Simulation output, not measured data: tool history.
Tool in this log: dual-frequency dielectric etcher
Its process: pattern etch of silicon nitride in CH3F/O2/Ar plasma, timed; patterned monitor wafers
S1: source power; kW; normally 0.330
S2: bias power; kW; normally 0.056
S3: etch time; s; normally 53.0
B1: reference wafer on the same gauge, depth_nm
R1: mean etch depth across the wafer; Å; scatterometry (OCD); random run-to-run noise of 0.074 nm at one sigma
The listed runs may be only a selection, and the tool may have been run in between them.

run 1 day=0.000 | S1=0.330 S2=0.056 S3=53.0 | B1=26.80 | R1=309.0
run 2 day=3.650 | S1=0.330 S2=0.056 S3=53.0 | B1=26.81 | R1=309.9
run 3 day=5.638 | S1=0.330 S2=0.053 S3=53.0 | B1=26.80 | R1=305.3
-- day=7.138 gauge calibrated
run 4 day=8.271 | S1=0.330 S2=0.056 S3=53.0 | B1=26.79 | R1=308.8
run 5 day=10.550 | S1=0.330 S2=0.056 S3=53.0 | B1=26.80 | R1=309.5
-- day=12.850 source power generator calibrated
run 6 day=14.617 | S1=0.330 S2=0.056 S3=53.0 | B1=26.79 | R1=308.8
-- day=17.142 upper electrode replaced
run 7 day=18.992 | S1=0.330 S2=0.056 S3=65.0 | B1=26.80 | R1=379.0
-- day=23.829 bias power generator calibrated
run 8 day=27.142 | S1=0.330 S2=0.056 S3=65.0 | B1=26.80 | R1=387.9
-- day=28.575 wet clean of the chamber
run 9 day=36.412 | S1=0.330 S2=0.056 S3=53.0 | B1=26.80 | R1=317.6
run 10 day=39.117 | S1=0.260 S2=0.044 S3=57.0 | B1=26.80 | R1=291.0
run 11 day=40.662 | S1=0.270 S2=0.056 S3=53.0 | B1=26.81 | R1=292.3
run 12 day=46.883 | S1=0.290 S2=0.056 S3=39.5 | B1=26.80 | R1=223.1
run 13 day=50.054 | S1=0.330 S2=0.056 S3=53.0 | B1=26.80 | R1=316.1
run 14 day=53.842 | S1=0.280 S2=0.061 S3=61.5 | B1=26.80 | R1=351.7
-- day=55.992 bias power generator calibrated, repeated, since the last time left the tool worse
-- day=60.783 wet clean of the chamber
run 15 day=61.208 | S1=0.330 S2=0.067 S3=44.5 | B1=26.81 | R1=274.9
run 16 day=65.062 | S1=0.330 S2=0.046 S3=53.0 | B1=26.80 | R1=295.8
run 17 day=67.796 | S1=0.280 S2=0.049 S3=46.0 | B1=26.80 | R1=244.5
run 18 day=69.921 | S1=0.330 S2=0.056 S3=57.5 | B1=26.81 | R1=337.6
run 19 day=71.983 | S1=0.330 S2=0.056 S3=53.0 | B1=26.80 | R1=311.2
run 20 day=83.542 | S1=0.280 S2=0.056 S3=53.0 | B1=26.80 | R1=290.4
run 21 day=86.571 | S1=0.390 S2=0.061 S3=53.0 | B1=26.81 | R1=338.9
-- day=88.988 wet clean of the chamber
run 22 day=89.883 | S1=0.250 S2=0.043 S3=63.5 | B1=26.80 | R1=311.2
run 23 day=92.442 | S1=0.330 S2=0.056 S3=53.0 | B1=26.79 | R1=310.1
-- day=93.438 gauge calibrated
run 24 day=94.350 | S1=0.330 S2=0.056 S3=53.0 | B1=26.80 | R1=310.3
run 25 day=97.125 | S1=0.260 S2=0.044 S3=60.5 | B1=26.81 | R1=301.3
run 26 day=99.729 | S1=0.410 S2=0.047 S3=47.0 | B1=26.80 | R1=286.3
run 27 day=101.438 | S1=0.250 S2=0.056 S3=38.0 | B1=26.81 | R1=198.2
run 28 day=104.500 | S1=0.330 S2=0.056 S3=53.0 | B1=26.80 | R1=309.3
run 29 day=106.625 | S1=0.330 S2=0.056 S3=53.0 | B1=26.80 | R1=309.5
run 30 day=108.396 | S1=0.330 S2=0.056 S3=53.0 | B1=26.81 | R1=309.9

3 options for the next run, each taken on its own from the tool as it stands now. Forecast them:
run A day=108.412 | S1=0.330 S2=0.045 S3=53.0 | B1=? | R1=?
run B day=108.412 | S1=0.390 S2=0.056 S3=41.0 | B1=? | R1=?
run C day=108.412 | S1=0.400 S2=0.056 S3=62.0 | B1=? | R1=?

run=A B1=26.80 R1=292.9
run=B B1=26.80 R1=255.8
run=C B1=26.80 R1=390.7
The same runs, with their run-to-run variation unchanged, on a tool lacking any hidden condition would have given:
run=A R1=295.2
run=B R1=257.9
run=C R1=394.0
